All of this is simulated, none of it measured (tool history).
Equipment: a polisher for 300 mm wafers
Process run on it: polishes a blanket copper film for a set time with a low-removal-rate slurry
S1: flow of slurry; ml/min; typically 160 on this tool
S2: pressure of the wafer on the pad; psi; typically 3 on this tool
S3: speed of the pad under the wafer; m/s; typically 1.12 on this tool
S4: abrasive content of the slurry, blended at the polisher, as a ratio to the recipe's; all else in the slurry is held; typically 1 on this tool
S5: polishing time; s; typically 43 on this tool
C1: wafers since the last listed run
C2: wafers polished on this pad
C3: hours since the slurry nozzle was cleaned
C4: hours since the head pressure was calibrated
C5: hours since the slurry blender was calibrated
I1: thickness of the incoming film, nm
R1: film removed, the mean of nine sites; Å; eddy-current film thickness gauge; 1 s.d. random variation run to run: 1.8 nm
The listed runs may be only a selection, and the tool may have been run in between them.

run     day   S1   S2    S3    S4  S5    C1    C2     C3     C4     C5     I1    R1
  1       0  160    3  1.12     1  43     0  4962  318.2  203.1  135.8  620.8  1163
      0.125  -- worn pad replaced by a new one
      1.062  -- slurry nozzle cleaned
  2   2.929  160  3.4  1.12     1  43   802   802   44.8  273.4  206.1  626.3  1411
  3    5.05  160    3  1.12     1  43   616  1418   95.7  324.3    257  632.8  1226
  4   8.596  160    3  1.12     1  43  1030  2449  180.8  409.4  342.1  631.9  1191
      9.446  -- head pressure recalibrated
      9.838  -- slurry blender recalibrated
     14.371  -- slurry nozzle cleaned
     14.583  -- worn pad replaced by a new one
  5  16.725  160    3  1.12     1  43  2253   622   56.5  174.7  165.3  638.5  1219
  6  21.183  160    3  1.12     1  43  1295  1918  163.5  281.7  272.3  641.9  1211
     23.633  -- slurry blender recalibrated
     24.642  -- head pressure recalibrated
  7  25.617  190    3  1.12     1  33  1239  3158  269.9   23.4   47.6  629.2   944
     29.046  -- slurry nozzle cleaned
  8  29.275  160  3.3  1.12     1  43  1050  4209    5.5  111.2  135.4  625.3  1366
     32.288  -- worn pad replaced by a new one
     36.988  -- slurry blender recalibrated
  9  38.892  160  3.3  1.12     1  43  2721  1894  236.3    342   45.7  629.1  1351
     40.133  -- head pressure recalibrated
 10  40.875  160  2.3  1.12     1  43   552  2446  283.9   17.8   93.3  639.5   931
 11  44.562  160  2.3  1.12     1  43  1071  3518  372.4  106.3  181.8  629.1   858
     46.608  -- slurry nozzle cleaned
     46.933  -- worn pad replaced by a new one
 12  47.042  160    3  0.78     1  43   659    31   10.4  165.8  241.3  637.8   983
 13  48.742  160    3  1.12   0.7  57   494   525   51.2  206.6  282.1  622.7  1523
     52.096  -- slurry blender recalibrated
 14  53.817  130    3  1.12     1  47  1450  1975    173  328.4   41.3  627.7  1299
 15  56.296  195    3  1.12     1  43   720  2696  232.5  387.9  100.8  618.6  1261
     58.346  -- head pressure recalibrated
 16  60.342  110    3  0.76     1  43  1151  3847  329.6   47.9  197.9    641   794
     61.804  -- worn pad replaced by a new one
 17  63.088  160  2.5  1.28     1  43   749   373  395.5  113.8  263.8  625.2   956
     64.488  -- slurry nozzle cleaned
      66.45  -- slurry blender recalibrated
 18  66.804  195  2.4  1.12  0.85  33  1043  1417   55.6    203    8.5  632.1   774
 19   69.55  160    3  1.12     1  43   797  2215  121.5  268.9   74.4  625.1  1293
 20   71.95  125  2.4  1.12   1.1  43   697  2912  179.1  326.5    132  632.2   956
     73.008  -- head pressure recalibrated
 21  73.575  160    3  1.12     1  43   447  3360  218.1   13.6    171    630  1218
 22  75.467  160    3  1.12     1  43   549  3910  263.5     59  216.4  636.8  1201
     77.771  -- slurry nozzle cleaned
 23  77.875  160    3  1.12     1  36   687  4597    2.5  116.8  274.2  625.8   982

For some of the steps in R1 from one run to the next: how much would appear even if the tool had no hidden state, given the settings, what came in and random variation, and how much remains for the hidden state plus any gauge scatter that the measured result and the result without hidden state don't share?
What the log doesn't record here: removal rate lost through wear of the pad, %; slurry flow missing at the pad, %; deviation of the head's pressure from its setpoint, %; abrasive missing from the slurry, %.
Run 11 -> 12: S2 2.3 -> 3, S3 1.12 -> 0.78, slurry nozzle cleaned, worn pad replaced by a new one. R1 +125 Å: hidden state +96, all else +29.
Run 12 -> 13: S3 0.78 -> 1.12, S4 1 -> 0.7, S5 43 -> 57. R1 +540 Å: hidden state -43, all else +583.
Run 17 -> 18: S1 160 -> 195, S2 2.5 -> 2.4, S3 1.28 -> 1.12, S4 1 -> 0.85, S5 43 -> 33, slurry nozzle cleaned, slurry blender recalibrated. R1 -182 Å: hidden state +223, all else -405.
Run 18 -> 19: S1 195 -> 160, S2 2.4 -> 3, S4 0.85 -> 1, S5 33 -> 43. R1 +519 Å: hidden state -19, all else +538.
